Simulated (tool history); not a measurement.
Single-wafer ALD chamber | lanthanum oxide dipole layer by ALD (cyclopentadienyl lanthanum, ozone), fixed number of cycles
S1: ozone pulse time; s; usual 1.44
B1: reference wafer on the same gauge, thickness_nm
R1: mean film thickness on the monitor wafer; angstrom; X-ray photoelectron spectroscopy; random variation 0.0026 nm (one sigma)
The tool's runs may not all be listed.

run,hour,S1,B1,R1
1,0.0,1.75,0.499,4.94
2,14.8,1.75,0.499,4.90
3,25.5,1.44,0.499,4.62
4,37.3,1.44,0.499,4.60
5,51.2,1.79,0.499,4.90
6,66.4,1.79,0.499,4.93
7,81.8,1.79,0.500,4.90
8,98.7,1.68,0.499,4.84
9,105.7,1.89,0.500,5.03
10,114.5,1.89,0.499,5.00
11,127.4,1.89,0.499,5.02
12,139.1,1.44,0.500,4.61
# hour 153.3: ozone generator serviced
# hour 157.1: thermocouple changed; heater temperature recalibrated
13,157.6,1.44,0.499,3.92
14,165.4,1.44,0.499,3.95
15,176.8,1.70,0.499,4.32
# hour 194.1: gauge calibrated
# hour 194.3: showerhead replaced
16,194.8,1.26,0.498,3.54
17,198.2,1.75,0.499,4.31
18,204.9,1.19,0.498,3.36
19,218.1,1.76,0.501,4.25
# hour 233.1: ozone generator serviced, repeated, since the last time left the tool worse
20,233.6,1.44,0.497,5.00
21,245.2,1.84,0.499,5.24

The next listed run, before its measurement:
22,255.0,1.44,?,?

{"run 22": {"B1": 0.499, "R1": 5.03}}
Without the tool's hidden state the same run would have given R1 5.04 angstrom.

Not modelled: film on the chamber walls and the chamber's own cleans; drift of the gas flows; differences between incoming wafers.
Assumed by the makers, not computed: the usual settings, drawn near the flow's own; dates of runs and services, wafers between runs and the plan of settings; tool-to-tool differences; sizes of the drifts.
